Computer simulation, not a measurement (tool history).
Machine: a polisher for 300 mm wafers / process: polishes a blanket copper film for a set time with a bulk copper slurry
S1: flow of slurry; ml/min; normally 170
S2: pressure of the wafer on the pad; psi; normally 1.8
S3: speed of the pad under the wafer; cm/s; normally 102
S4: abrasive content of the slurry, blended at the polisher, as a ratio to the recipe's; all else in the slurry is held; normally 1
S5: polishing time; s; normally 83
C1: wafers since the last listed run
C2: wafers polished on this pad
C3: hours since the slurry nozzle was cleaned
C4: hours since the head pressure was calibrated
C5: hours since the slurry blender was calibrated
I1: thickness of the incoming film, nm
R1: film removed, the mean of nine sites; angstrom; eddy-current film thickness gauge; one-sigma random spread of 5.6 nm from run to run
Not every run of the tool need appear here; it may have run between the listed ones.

run 1 hour=0 | S1=170 S2=1.8 S3=102 S4=1 S5=83 | C1=0 C2=1645 C3=226 C4=496.4 C5=157.2 | I1=3632.3 | R1=3989
run 2 hour=85.6 | S1=170 S2=1.8 S3=102 S4=1 S5=83 | C1=973 C2=2618 C3=311.6 C4=582 C5=242.8 | I1=3643.2 | R1=3772
run 3 hour=162.3 | S1=125 S2=1.8 S3=102 S4=1 S5=83 | C1=872 C2=3491 C3=388.3 C4=658.7 C5=319.5 | I1=3691.5 | R1=3502
run 4 hour=200.6 | S1=170 S2=2.1 S3=102 S4=1 S5=83 | C1=435 C2=3926 C3=426.6 C4=697 C5=357.8 | I1=3671.5 | R1=4081
-- hour=206.8 slurry nozzle cleaned
run 5 hour=242.7 | S1=170 S2=2.1 S3=102 S4=1 S5=83 | C1=467 C2=4394 C3=35.9 C4=739.1 C5=399.9 | I1=3572 | R1=4109
-- hour=255 slurry blender recalibrated
-- hour=297.9 worn pad replaced by a new one
run 6 hour=301.4 | S1=170 S2=2.1 S3=102 S4=1 S5=83 | C1=599 C2=40 C3=94.6 C4=797.8 C5=46.4 | I1=3660.7 | R1=4306
-- hour=392.7 head pressure recalibrated
run 7 hour=398.5 | S1=170 S2=1.8 S3=102 S4=1 S5=83 | C1=1081 C2=1122 C3=191.7 C4=5.8 C5=143.5 | I1=3560.1 | R1=3997
run 8 hour=504 | S1=170 S2=1.8 S3=102 S4=1 S5=83 | C1=1200 C2=2322 C3=297.2 C4=111.3 C5=249 | I1=3561.1 | R1=3969
run 9 hour=597.2 | S1=145 S2=2 S3=102 S4=1 S5=83 | C1=1060 C2=3382 C3=390.4 C4=204.5 C5=342.2 | I1=3599.7 | R1=4086
run 10 hour=703.7 | S1=145 S2=2 S3=102 S4=1 S5=83 | C1=1211 C2=4593 C3=496.9 C4=311 C5=448.7 | I1=3604.8 | R1=3843
-- hour=753.5 slurry nozzle cleaned
-- hour=755.7 slurry blender recalibrated
run 11 hour=772 | S1=145 S2=2 S3=102 S4=1 S5=83 | C1=742 C2=5336 C3=18.5 C4=379.3 C5=16.3 | I1=3612.7 | R1=4359
-- hour=819.1 worn pad replaced by a new one
run 12 hour=845.9 | S1=170 S2=1.8 S3=102 S4=1 S5=83 | C1=795 C2=304 C3=92.4 C4=453.2 C5=90.2 | I1=3647.1 | R1=3953
run 13 hour=942 | S1=170 S2=1.8 S3=90 S4=0.85 S5=83 | C1=1093 C2=1398 C3=188.5 C4=549.3 C5=186.3 | I1=3605.5 | R1=3139
run 14 hour=984.4 | S1=145 S2=1.8 S3=70 S4=0.8 S5=94 | C1=482 C2=1880 C3=230.9 C4=591.7 C5=228.7 | I1=3658 | R1=2581
run 15 hour=1036.2 | S1=170 S2=1.3 S3=102 S4=1 S5=58 | C1=589 C2=2469 C3=282.7 C4=643.5 C5=280.5 | I1=3649.4 | R1=1951
run 16 hour=1096.4 | S1=170 S2=1.5 S3=102 S4=1 S5=83 | C1=684 C2=3154 C3=342.9 C4=703.7 C5=340.7 | I1=3617.9 | R1=3034
run 17 hour=1150 | S1=170 S2=2.4 S3=134 S4=0.75 S5=107 | C1=609 C2=3764 C3=396.5 C4=757.3 C5=394.3 | I1=3599.7 | R1=6530
-- hour=1180 slurry nozzle cleaned
run 18 hour=1233.5 | S1=205 S2=1.8 S3=78 S4=1 S5=83 | C1=938 C2=4702 C3=53.5 C4=840.8 C5=477.8 | I1=3576.3 | R1=2392
-- hour=1237.6 head pressure recalibrated
-- hour=1238.7 worn pad replaced by a new one
-- hour=1240.9 slurry blender recalibrated
run 19 hour=1293.2 | S1=170 S2=1.8 S3=102 S4=1 S5=102 | C1=621 C2=596 C3=113.2 C4=55.6 C5=52.3 | I1=3690.1 | R1=5130
run 20 hour=1332.3 | S1=170 S2=1.4 S3=134 S4=0.9 S5=73 | C1=444 C2=1041 C3=152.3 C4=94.7 C5=91.4 | I1=3596.5 | R1=3827
run 21 hour=1369.9 | S1=170 S2=1.8 S3=102 S4=1 S5=83 | C1=427 C2=1469 C3=189.9 C4=132.3 C5=129 | I1=3639.4 | R1=4057
run 22 hour=1446.9 | S1=170 S2=1.8 S3=102 S4=1.2 S5=83 | C1=875 C2=2345 C3=266.9 C4=209.3 C5=206 | I1=3621.1 | R1=4212
run 23 hour=1517.7 | S1=170 S2=1.8 S3=132 S4=1 S5=83 | C1=805 C2=3150 C3=337.7 C4=280.1 C5=276.8 | I1=3568.3 | R1=4998
run 24 hour=1557.4 | S1=170 S2=1.8 S3=102 S4=0.9 S5=83 | C1=451 C2=3602 C3=377.4 C4=319.8 C5=316.5 | I1=3671.9 | R1=3779
-- hour=1646.3 slurry nozzle cleaned
run 25 hour=1646.8 | S1=170 S2=1.6 S3=134 S4=1.25 S5=96 | C1=1005 C2=4607 C3=0.5 C4=409.2 C5=405.9 | I1=3640.5 | R1=5426
run 26 hour=1706.6 | S1=170 S2=2 S3=102 S4=1.3 S5=83 | C1=680 C2=5288 C3=60.3 C4=469 C5=465.7 | I1=3604.1 | R1=4139

What does the tool deliver on the next run?
-- hour=1712.8 slurry blender recalibrated
-- hour=1721.7 worn pad replaced by a new one
run 27 hour=1747.7 | S1=170 S2=1.8 S3=130 S4=1 S5=76 | C1=399 C2=296 C3=101.4 C4=510.1 C5=34.9 | I1=3604.5 | R1=?

{"run 27": {"R1": 4685}}
With the hidden condition absent and the run-to-run variation left alone, this run would have shown R1 4951 angstrom.

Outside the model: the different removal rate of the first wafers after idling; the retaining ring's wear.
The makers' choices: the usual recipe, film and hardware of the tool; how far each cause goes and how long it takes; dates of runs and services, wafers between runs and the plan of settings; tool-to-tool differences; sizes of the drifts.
